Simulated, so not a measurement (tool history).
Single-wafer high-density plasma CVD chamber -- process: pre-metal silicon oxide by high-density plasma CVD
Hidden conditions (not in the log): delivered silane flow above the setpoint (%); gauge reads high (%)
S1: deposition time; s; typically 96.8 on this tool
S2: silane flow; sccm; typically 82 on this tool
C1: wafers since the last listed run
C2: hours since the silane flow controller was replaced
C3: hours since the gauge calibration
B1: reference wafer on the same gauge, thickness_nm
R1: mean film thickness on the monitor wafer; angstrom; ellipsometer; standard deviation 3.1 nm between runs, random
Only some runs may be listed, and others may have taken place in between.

{"run": 1, "day": 0.0, "S1": 96.8, "S2": 82, "C1": 0, "C2": 3163.1, "C3": 540.9, "B1": 895.828, "R1": 8653.93}
{"run": 2, "day": 1.471, "S1": 96.8, "S2": 82, "C1": 761, "C2": 3198.4, "C3": 576.2, "B1": 895.994, "R1": 8600.87}
{"run": 3, "day": 3.346, "S1": 96.8, "S2": 82, "C1": 970, "C2": 3243.4, "C3": 621.2, "B1": 895.68, "R1": 8600.43}
{"run": 4, "day": 5.354, "S1": 96.8, "S2": 82, "C1": 1039, "C2": 3291.6, "C3": 669.4, "B1": 895.943, "R1": 8639.42}
{"run": 5, "day": 7.588, "S1": 96.8, "S2": 82, "C1": 1155, "C2": 3345.2, "C3": 723.0, "B1": 895.703, "R1": 8577.11}
{"run": 6, "day": 9.921, "S1": 96.8, "S2": 82, "C1": 1207, "C2": 3401.2, "C3": 779.0, "B1": 896.466, "R1": 8632.76}
{"run": 7, "day": 11.112, "S1": 96.8, "S2": 82, "C1": 616, "C2": 3429.8, "C3": 807.6, "B1": 896.929, "R1": 8650.03}
{"run": 8, "day": 12.708, "S1": 96.8, "S2": 82, "C1": 825, "C2": 3468.1, "C3": 845.9, "B1": 896.409, "R1": 8631.78}
{"run": 9, "day": 15.404, "S1": 96.8, "S2": 82, "C1": 1395, "C2": 3532.8, "C3": 910.6, "B1": 896.252, "R1": 8629.01}
{"run": 10, "day": 16.638, "S1": 96.8, "S2": 82, "C1": 638, "C2": 3562.4, "C3": 940.2, "B1": 896.234, "R1": 8595.15}
{"run": 11, "day": 19.433, "S1": 96.8, "S2": 82, "C1": 1447, "C2": 3629.5, "C3": 1007.3, "B1": 896.166, "R1": 8664.5}
{"run": 12, "day": 20.6, "S1": 96.8, "S2": 82, "C1": 603, "C2": 3657.5, "C3": 1035.3, "B1": 896.375, "R1": 8647.54}
{"run": 13, "day": 21.712, "S1": 96.8, "S2": 82, "C1": 575, "C2": 3684.2, "C3": 1062.0, "B1": 896.122, "R1": 8610.76}
{"run": 14, "day": 22.85, "S1": 96.8, "S2": 82, "C1": 588, "C2": 3711.5, "C3": 1089.3, "B1": 895.674, "R1": 8672.42}
{"run": 15, "day": 23.992, "S1": 96.8, "S2": 91, "C1": 590, "C2": 3738.9, "C3": 1116.7, "B1": 895.365, "R1": 9084.79}
{"run": 16, "day": 25.442, "S1": 96.8, "S2": 91, "C1": 750, "C2": 3773.7, "C3": 1151.5, "B1": 896.317, "R1": 9140.27}
{"run": 17, "day": 27.567, "S1": 96.8, "S2": 91, "C1": 1099, "C2": 3824.7, "C3": 1202.5, "B1": 896.34, "R1": 9179.99}
{"run": 18, "day": 29.483, "S1": 86.9, "S2": 92, "C1": 992, "C2": 3870.7, "C3": 1248.5, "B1": 896.058, "R1": 8261.85}
{"run": 19, "day": 31.275, "S1": 92.1, "S2": 70, "C1": 927, "C2": 3913.7, "C3": 1291.5, "B1": 896.061, "R1": 7582.7}
{"run": 20, "day": 33.117, "S1": 92.1, "S2": 70, "C1": 953, "C2": 3957.9, "C3": 1335.7, "B1": 896.469, "R1": 7608.19}
{"day": 34.008, "done": "silane flow controller replaced"}
{"run": 21, "day": 35.167, "S1": 96.8, "S2": 82, "C1": 888, "C2": 27.8, "C3": 1384.9, "B1": 896.133, "R1": 8364.45}
{"run": 22, "day": 36.979, "S1": 96.8, "S2": 82, "C1": 938, "C2": 71.3, "C3": 1428.4, "B1": 896.469, "R1": 8331.51}
{"run": 23, "day": 39.362, "S1": 96.8, "S2": 91, "C1": 1233, "C2": 128.5, "C3": 1485.6, "B1": 895.577, "R1": 8814.09}
{"run": 24, "day": 41.95, "S1": 103.0, "S2": 66, "C1": 1339, "C2": 190.6, "C3": 1547.7, "B1": 895.042, "R1": 8013.22}
{"run": 25, "day": 44.838, "S1": 96.8, "S2": 88, "C1": 1494, "C2": 259.9, "C3": 1617.0, "B1": 896.019, "R1": 8761.89}
{"day": 46.696, "done": "gauge calibrated"}
{"run": 26, "day": 47.433, "S1": 107.2, "S2": 91, "C1": 1343, "C2": 322.2, "C3": 17.7, "B1": 895.851, "R1": 9896.4}
{"run": 27, "day": 49.004, "S1": 84.8, "S2": 82, "C1": 813, "C2": 359.9, "C3": 55.4, "B1": 895.992, "R1": 7370.35}
{"run": 28, "day": 51.375, "S1": 86.0, "S2": 91, "C1": 1227, "C2": 416.8, "C3": 112.3, "B1": 895.237, "R1": 7971.12}
{"run": 29, "day": 53.683, "S1": 115.9, "S2": 88, "C1": 1194, "C2": 472.2, "C3": 167.7, "B1": 896.787, "R1": 10437.59}
{"run": 30, "day": 56.392, "S1": 86.4, "S2": 78, "C1": 1401, "C2": 537.2, "C3": 232.7, "B1": 896.673, "R1": 7350.99}
{"run": 31, "day": 57.442, "S1": 85.3, "S2": 71, "C1": 543, "C2": 562.4, "C3": 257.9, "B1": 895.448, "R1": 6899.54}
{"run": 32, "day": 59.933, "S1": 96.8, "S2": 82, "C1": 1289, "C2": 622.2, "C3": 317.7, "B1": 896.331, "R1": 8423.16}
{"run": 33, "day": 67.817, "S1": 113.7, "S2": 66, "C1": 4080, "C2": 811.4, "C3": 506.9, "B1": 895.753, "R1": 8868.51}
{"run": 34, "day": 70.367, "S1": 96.8, "S2": 89, "C1": 1319, "C2": 872.6, "C3": 568.1, "B1": 895.661, "R1": 8940.41}
{"run": 35, "day": 73.292, "S1": 96.8, "S2": 95, "C1": 1513, "C2": 942.8, "C3": 638.3, "B1": 896.131, "R1": 9188.17}
{"run": 36, "day": 75.083, "S1": 96.8, "S2": 82, "C1": 927, "C2": 985.8, "C3": 681.3, "B1": 895.661, "R1": 8527.5}
{"run": 37, "day": 77.017, "S1": 80.1, "S2": 82, "C1": 1000, "C2": 1032.2, "C3": 727.7, "B1": 895.494, "R1": 7065.09}
{"run": 38, "day": 78.733, "S1": 96.8, "S2": 82, "C1": 888, "C2": 1073.4, "C3": 768.9, "B1": 896.494, "R1": 8489.26}
{"run": 39, "day": 80.546, "S1": 96.8, "S2": 71, "C1": 938, "C2": 1116.9, "C3": 812.4, "B1": 895.259, "R1": 7917.82}
{"run": 40, "day": 82.475, "S1": 80.9, "S2": 97, "C1": 998, "C2": 1163.2, "C3": 858.7, "B1": 895.744, "R1": 7803.02}
{"run": 41, "day": 84.412, "S1": 96.8, "S2": 82, "C1": 1002, "C2": 1209.7, "C3": 905.2, "B1": 896.068, "R1": 8549.97}
{"run": 42, "day": 86.254, "S1": 96.8, "S2": 82, "C1": 953, "C2": 1253.9, "C3": 949.4, "B1": 896.061, "R1": 8545.64}
{"run": 43, "day": 87.55, "S1": 80.7, "S2": 90, "C1": 670, "C2": 1285.0, "C3": 980.5, "B1": 895.961, "R1": 7535.33}
{"run": 44, "day": 90.054, "S1": 87.9, "S2": 87, "C1": 1296, "C2": 1345.1, "C3": 1040.6, "B1": 896.031, "R1": 8024.52}
{"run": 45, "day": 91.058, "S1": 106.6, "S2": 66, "C1": 519, "C2": 1369.2, "C3": 1064.7, "B1": 896.435, "R1": 8356.61}
{"run": 46, "day": 92.096, "S1": 111.4, "S2": 76, "C1": 536, "C2": 1394.1, "C3": 1089.6, "B1": 896.066, "R1": 9441.67}

Forecast run 47:
{"run": 47, "day": 95.071, "S1": 82.5, "S2": 71, "C1": 1539, "C2": 1465.5, "C3": 1161.0, "B1": "?", "R1": "?"}

For run 47 the tool returned B1 895.989, R1 6744.16 angstrom.
On a tool with no hidden condition, and with the same random variation, this run would have come out at R1 6591.71 angstrom.
